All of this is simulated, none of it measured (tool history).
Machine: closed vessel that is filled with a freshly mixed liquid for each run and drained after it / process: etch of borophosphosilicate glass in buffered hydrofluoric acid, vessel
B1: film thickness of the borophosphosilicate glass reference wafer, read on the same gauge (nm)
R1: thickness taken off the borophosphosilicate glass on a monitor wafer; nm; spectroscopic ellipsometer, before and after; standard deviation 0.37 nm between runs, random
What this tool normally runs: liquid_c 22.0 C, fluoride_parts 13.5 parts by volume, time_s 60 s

Run 1, hour 0.0: usual settings but time_s 50 s; B1 120.02. Result: R1 40.50 nm.
Run 2, hour 53.1: usual settings but time_s 50 s; B1 119.98. Result: R1 40.30 nm.
Run 3, hour 139.5: usual settings but time_s 50 s; B1 120.04. Result: R1 40.44 nm.
Run 4, hour 239.6: usual settings; B1 120.03. Result: R1 48.07 nm.
Run 5, hour 328.8: usual settings; B1 119.99. Result: R1 49.05 nm.
Run 6, hour 431.4: usual settings; B1 119.98. Result: R1 48.89 nm.
Run 7, hour 535.4: usual settings but liquid_c 19.0 C; B1 119.99. Result: R1 40.89 nm.
Run 8, hour 622.3: usual settings but liquid_c 19.0 C; B1 120.01. Result: R1 41.86 nm.
Run 9, hour 681.1: usual settings but fluoride_parts 16.0 parts by volume; B1 120.03. Result: R1 41.33 nm.
Run 10, hour 786.5: usual settings but fluoride_parts 16.0 parts by volume; B1 119.98. Result: R1 41.36 nm.
Run 11, hour 829.1: usual settings; B1 120.02. Result: R1 48.99 nm.
At hour 875.5: thermometer replaced.
At hour 908.1: gauge calibrated.
Run 12, hour 909.9: usual settings; B1 120.03. Result: R1 48.30 nm.
Run 13, hour 1027.8: usual settings but liquid_c 25.5 C; B1 119.99. Result: R1 58.49 nm.
Run 14, hour 1083.7: usual settings but liquid_c 25.5 C; B1 119.99. Result: R1 58.19 nm.
Run 15, hour 1160.2: usual settings but liquid_c 27.0 C, fluoride_parts 19.0 parts by volume, time_s 35 s; B1 120.00. Result: R1 26.59 nm.
Run 16, hour 1206.6: usual settings but liquid_c 26.5 C; B1 120.00. Result: R1 62.00 nm.
Run 17, hour 1260.3: usual settings; B1 119.97. Result: R1 48.97 nm.
Run 18, hour 1320.6: usual settings but fluoride_parts 15.5 parts by volume; B1 120.03. Result: R1 42.25 nm.
Run 19, hour 1362.4: usual settings but liquid_c 20.5 C, fluoride_parts 11.0 parts by volume, time_s 30 s; B1 119.99. Result: R1 27.61 nm.
Run 20, hour 1416.7: usual settings but liquid_c 18.5 C, fluoride_parts 10.5 parts by volume, time_s 75 s; B1 120.02. Result: R1 64.33 nm.
Run 21, hour 1705.8: usual settings but fluoride_parts 16.0 parts by volume, time_s 90 s; B1 119.99. Result: R1 61.41 nm.
At hour 1784.5: hydrofluoric acid flow meter replaced.
Run 22, hour 1792.2: usual settings; B1 119.99. Result: R1 48.47 nm.
At hour 1836.2: thermometer replaced.
Run 23, hour 2076.3: usual settings but liquid_c 19.5 C, fluoride_parts 17.0 parts by volume, time_s 30 s; B1 120.00. Result: R1 16.88 nm.
Run 24, hour 2172.0: usual settings; B1 119.98. Result: R1 48.61 nm.
Run 25, hour 2250.3: usual settings but fluoride_parts 18.0 parts by volume; B1 120.04. Result: R1 36.71 nm.
Run 26, hour 2353.6: usual settings but fluoride_parts 17.5 parts by volume, time_s 75 s; B1 120.02. Result: R1 47.46 nm.
At hour 2379.2: gauge calibrated.
Run 27, hour 2427.7: usual settings but liquid_c 27.0 C, fluoride_parts 16.0 parts by volume, time_s 80 s; B1 120.02. Result: R1 72.17 nm.
Run 28, hour 2494.7: usual settings but fluoride_parts 10.5 parts by volume, time_s 85 s; B1 120.01. Result: R1 88.89 nm.

What if the next run were any one of these 4? Each begins from the tool's condition after run 28:
Run A, hour 2495.4: usual settings but fluoride_parts 8.5 parts by volume; B1 ?. Result: R1 ?.
Run B, hour 2495.4: usual settings but fluoride_parts 11.0 parts by volume, time_s 80 s; B1 ?. Result: R1 ?.
Run C, hour 2495.4: usual settings but liquid_c 17.5 C, fluoride_parts 18.5 parts by volume, time_s 45 s; B1 ?. Result: R1 ?.
Run D, hour 2495.4: usual settings but liquid_c 17.0 C, fluoride_parts 10.5 parts by volume, time_s 40 s; B1 ?. Result: R1 ?.

run      B1     R1
  A  120.00  74.33
  B  120.00  79.26
  C  120.00  20.78
  D  120.00  31.44
The same runs, with their run-to-run variation unchanged, on a tool lacking any hidden condition would have given:
run     R1
  A  74.33
  B  79.26
  C  20.78
  D  31.44

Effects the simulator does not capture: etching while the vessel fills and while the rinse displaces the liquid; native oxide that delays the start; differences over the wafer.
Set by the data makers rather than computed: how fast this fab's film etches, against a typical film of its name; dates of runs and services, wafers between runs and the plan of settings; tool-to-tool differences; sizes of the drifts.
